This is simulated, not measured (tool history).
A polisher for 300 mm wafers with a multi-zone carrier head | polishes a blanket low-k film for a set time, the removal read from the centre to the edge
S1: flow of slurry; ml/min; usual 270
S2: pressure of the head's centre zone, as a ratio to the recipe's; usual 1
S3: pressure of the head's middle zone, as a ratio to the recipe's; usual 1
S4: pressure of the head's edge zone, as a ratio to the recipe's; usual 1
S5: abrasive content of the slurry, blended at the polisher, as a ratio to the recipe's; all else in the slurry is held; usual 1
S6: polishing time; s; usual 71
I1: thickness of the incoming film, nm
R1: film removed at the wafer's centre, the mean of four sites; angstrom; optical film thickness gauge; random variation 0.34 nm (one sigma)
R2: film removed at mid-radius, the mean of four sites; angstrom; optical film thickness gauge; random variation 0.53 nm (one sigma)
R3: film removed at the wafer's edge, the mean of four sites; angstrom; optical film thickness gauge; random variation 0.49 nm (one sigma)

Run 1, hour 0: usual settings; I1 542.1. Result: R1 372 angstrom, R2 392 angstrom, R3 409 angstrom.
At hour 8.5: centre zone pressure recalibrated.
Run 2, hour 27.7: usual settings; I1 534.3. Result: R1 412 angstrom, R2 394 angstrom, R3 413 angstrom.
Run 3, hour 72.6: usual settings; I1 540.1. Result: R1 405 angstrom, R2 399 angstrom, R3 407 angstrom.
At hour 98.9: worn pad replaced by a new one.
Run 4, hour 99.6: usual settings; I1 539.6. Result: R1 400 angstrom, R2 407 angstrom, R3 411 angstrom.
Run 5, hour 132.9: usual settings; I1 528.5. Result: R1 395 angstrom, R2 408 angstrom, R3 412 angstrom.
Run 6, hour 168.6: usual settings but S5 0.85; I1 535.1. Result: R1 375 angstrom, R2 376 angstrom, R3 392 angstrom.
Run 7, hour 211.6: usual settings but S5 0.85; I1 540.2. Result: R1 366 angstrom, R2 373 angstrom, R3 388 angstrom.
At hour 259.5: slurry nozzle cleaned.
Run 8, hour 282.7: usual settings; I1 542.2. Result: R1 389 angstrom, R2 409 angstrom, R3 406 angstrom.
At hour 319: worn pad replaced by a new one.
At hour 383.6: edge zone pressure recalibrated.
Run 9, hour 428.6: usual settings; I1 542.9. Result: R1 372 angstrom, R2 406 angstrom, R3 407 angstrom.
Run 10, hour 491.8: usual settings but S2 0.97; I1 531. Result: R1 362 angstrom, R2 402 angstrom, R3 420 angstrom.
At hour 534.4: worn pad replaced by a new one.
Run 11, hour 536.8: usual settings but S3 1.03, S5 0.85; I1 539.3. Result: R1 353 angstrom, R2 385 angstrom, R3 384 angstrom.
Run 12, hour 599.7: usual settings; I1 550.9. Result: R1 371 angstrom, R2 388 angstrom, R3 412 angstrom.
Run 13, hour 648.1: usual settings; I1 538.9. Result: R1 366 angstrom, R2 402 angstrom, R3 407 angstrom.
At hour 657.1: carrier head's membrane replaced by a new one.
Run 14, hour 688.9: usual settings; I1 550. Result: R1 375 angstrom, R2 402 angstrom, R3 409 angstrom.
Run 15, hour 756.6: usual settings but S1 220 ml/min, S2 0.9, S4 1.1, S5 0.85; I1 537.9. Result: R1 317 angstrom, R2 371 angstrom, R3 407 angstrom.
At hour 770.3: slurry nozzle cleaned.
At hour 797.3: worn pad replaced by a new one.
Run 16, hour 819.7: usual settings; I1 536.8. Result: R1 368 angstrom, R2 408 angstrom, R3 397 angstrom.
At hour 825.9: centre zone pressure recalibrated.
At hour 826.3: edge zone pressure recalibrated.
Run 17, hour 874.3: usual settings but S1 325 ml/min, S2 0.93, S4 0.9, S5 1.2; I1 534.9. Result: R1 399 angstrom, R2 422 angstrom, R3 418 angstrom.
Run 18, hour 916.4: usual settings but S4 1.06, S6 91 s; I1 549.3. Result: R1 504 angstrom, R2 507 angstrom, R3 532 angstrom.
Run 19, hour 952.5: usual settings but S6 81 s; I1 541.4. Result: R1 447 angstrom, R2 459 angstrom, R3 464 angstrom.
Run 20, hour 990.5: usual settings but S2 0.96, S5 0.9; I1 538.1. Result: R1 361 angstrom, R2 385 angstrom, R3 396 angstrom.
At hour 1040.1: worn pad replaced by a new one.
Run 21, hour 1051.1: usual settings; I1 535.7. Result: R1 382 angstrom, R2 407 angstrom, R3 404 angstrom.
Run 22, hour 1082.2: usual settings but S3 0.93, S4 1.03, S5 1.2; I1 533. Result: R1 410 angstrom, R2 394 angstrom, R3 436 angstrom.

What the log doesn't show, run by run:
removal rate lost through wear of the pad, %: 0 in every run
slurry flow missing at the pad, %: 0 in every run
deviation of the edge zone's pressure from its setpoint, %: 0 in every run
H1: deviation of the centre zone's pressure from its setpoint, %
run      H1
  1   -12.5
  2  -0.282
  3   -2.06
  4      -3
  5   -4.03
  6      -5
  7   -6.01
  8   -7.37
  9   -9.25
 10   -9.79
 11   -10.1
 12   -10.5
 13   -10.7
 14   -10.9
 15   -11.1
 16   -11.2
 17   -3.04
 18   -4.54
 19   -5.66
 20   -6.68
 21   -8.04
 22   -8.63
